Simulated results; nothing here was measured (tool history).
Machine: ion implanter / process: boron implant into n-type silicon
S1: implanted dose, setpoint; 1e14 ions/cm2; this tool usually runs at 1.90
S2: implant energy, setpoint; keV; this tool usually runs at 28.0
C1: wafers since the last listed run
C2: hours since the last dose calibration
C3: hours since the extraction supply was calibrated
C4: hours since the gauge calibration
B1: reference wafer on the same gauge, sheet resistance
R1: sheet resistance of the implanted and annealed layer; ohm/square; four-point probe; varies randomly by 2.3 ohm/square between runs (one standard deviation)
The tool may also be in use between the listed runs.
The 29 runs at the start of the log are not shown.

run,hour,S1,S2,C1,C2,C3,C4,B1,R1
30,913.1,2.03,22.0,1394,232.7,357.5,328.7,351.39,393.40
31,938.8,1.49,23.0,402,258.4,383.2,354.4,352.23,497.80
32,979.7,2.27,31.0,640,299.3,424.1,395.3,352.12,346.72
33,1000.2,1.90,28.0,321,319.8,444.6,415.8,351.74,404.97
34,1031.4,1.71,24.0,488,351.0,475.8,447.0,351.99,452.14
35,1070.6,1.53,28.0,614,390.2,515.0,486.2,352.08,481.00
36,1100.3,1.51,37.5,465,419.9,544.7,515.9,352.12,460.74
37,1126.2,1.90,28.0,405,445.8,570.6,541.8,352.52,411.47

Consider 4 possible next runs. They are alternatives, not a sequence: every one starts from the tool as it was left by run 37. What does each give?
A,1126.6,1.90,28.0,6,446.2,571.0,542.2,?,?
B,1126.6,1.34,19.0,6,446.2,571.0,542.2,?,?
C,1126.6,2.19,28.0,6,446.2,571.0,542.2,?,?
D,1126.6,1.72,24.0,6,446.2,571.0,542.2,?,?

run,B1,R1
A,352.58,409.09
B,352.58,569.97
C,352.58,365.37
D,352.58,452.03
Without the tool's unlogged condition, the same runs would have read:
run,R1
A,396.88
B,552.97
C,354.32
D,438.45
